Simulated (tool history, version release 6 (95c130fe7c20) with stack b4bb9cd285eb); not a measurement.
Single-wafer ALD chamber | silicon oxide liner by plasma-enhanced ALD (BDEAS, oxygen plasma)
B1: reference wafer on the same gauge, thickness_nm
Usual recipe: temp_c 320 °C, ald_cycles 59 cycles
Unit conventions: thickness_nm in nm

Run 1, day 0: usual settings; B1 5.545. Result: thickness_nm 5.15 nm.
Run 2, day 0.667: usual settings; B1 5.54. Result: thickness_nm 5.162 nm.
Run 3, day 1.171: usual settings but temp_c 328 °C; B1 5.547. Result: thickness_nm 5.119 nm.
Run 4, day 1.454: usual settings but temp_c 328 °C; B1 5.537. Result: thickness_nm 5.107 nm.
At day 1.912: gauge calibrated.
Run 5, day 2.004: usual settings but temp_c 328 °C; B1 5.544. Result: thickness_nm 5.14 nm.
Run 6, day 2.721: usual settings; B1 5.54. Result: thickness_nm 5.149 nm.
Run 7, day 3.279: usual settings; B1 5.539. Result: thickness_nm 5.174 nm.
Run 8, day 3.608: usual settings; B1 5.543. Result: thickness_nm 5.179 nm.
Run 9, day 3.946: usual settings; B1 5.538. Result: thickness_nm 5.163 nm.
Run 10, day 5.05: usual settings; B1 5.537. Result: thickness_nm 5.171 nm.
Run 11, day 5.654: usual settings; B1 5.543. Result: thickness_nm 5.179 nm.
Run 12, day 6.138: usual settings; B1 5.539. Result: thickness_nm 5.172 nm.
Run 13, day 6.762: usual settings but temp_c 330 °C, ald_cycles 52 cycles; B1 5.542. Result: thickness_nm 4.467 nm.
Run 14, day 7.367: usual settings but temp_c 330 °C, ald_cycles 52 cycles; B1 5.542. Result: thickness_nm 4.502 nm.
Run 15, day 7.8: usual settings but ald_cycles 55 cycles; B1 5.542. Result: thickness_nm 4.824 nm.
Run 16, day 8.362: usual settings but ald_cycles 55 cycles; B1 5.539. Result: thickness_nm 4.809 nm.
Run 17, day 8.775: usual settings but ald_cycles 55 cycles; B1 5.544. Result: thickness_nm 4.82 nm.
Run 18, day 9.338: usual settings; B1 5.54. Result: thickness_nm 5.172 nm.
At day 9.975: thermocouple changed; heater temperature recalibrated.
Run 19, day 9.996: usual settings but ald_cycles 66 cycles; B1 5.539. Result: thickness_nm 5.783 nm.
Run 20, day 10.012: usual settings but temp_c 313 °C, ald_cycles 51 cycles; B1 5.54. Result: thickness_nm 4.513 nm.
At day 10.129: gauge calibrated.
Run 21, day 10.708: usual settings; B1 5.539. Result: thickness_nm 5.183 nm.
Run 22, day 11.271: usual settings but temp_c 327 °C, ald_cycles 55 cycles; B1 5.541. Result: thickness_nm 4.783 nm.
Run 23, day 11.662: usual settings but temp_c 327 °C, ald_cycles 49 cycles; B1 5.538. Result: thickness_nm 4.257 nm.
Run 24, day 12.146: usual settings; B1 5.541. Result: thickness_nm 5.175 nm.
Run 25, day 12.771: usual settings but temp_c 335 °C, ald_cycles 54 cycles; B1 5.545. Result: thickness_nm 4.615 nm.
Run 26, day 13.054: usual settings but temp_c 314 °C, ald_cycles 67 cycles; B1 5.539. Result: thickness_nm 5.915 nm.
Run 27, day 13.667: usual settings but ald_cycles 48 cycles; B1 5.537. Result: thickness_nm 4.196 nm.
Run 28, day 14.238: usual settings but temp_c 329 °C; B1 5.543. Result: thickness_nm 5.108 nm.
Run 29, day 14.817: usual settings but ald_cycles 67 cycles; B1 5.538. Result: thickness_nm 5.874 nm.
Run 30, day 15.558: usual settings but temp_c 327 °C, ald_cycles 67 cycles; B1 5.54. Result: thickness_nm 5.836 nm.
Run 31, day 16.017: usual settings but temp_c 310 °C; B1 5.54. Result: thickness_nm 5.239 nm.
Run 32, day 16.354: usual settings; B1 5.543. Result: thickness_nm 5.174 nm.
Run 33, day 16.696: usual settings but temp_c 331 °C, ald_cycles 51 cycles; B1 5.544. Result: thickness_nm 4.41 nm.
Run 34, day 17.025: usual settings; B1 5.542. Result: thickness_nm 5.196 nm.

Hidden state, per run?
wafer temperature above the value expected at the setpoint (K): 0 at every run
gauge reads high (%): 0 at every run

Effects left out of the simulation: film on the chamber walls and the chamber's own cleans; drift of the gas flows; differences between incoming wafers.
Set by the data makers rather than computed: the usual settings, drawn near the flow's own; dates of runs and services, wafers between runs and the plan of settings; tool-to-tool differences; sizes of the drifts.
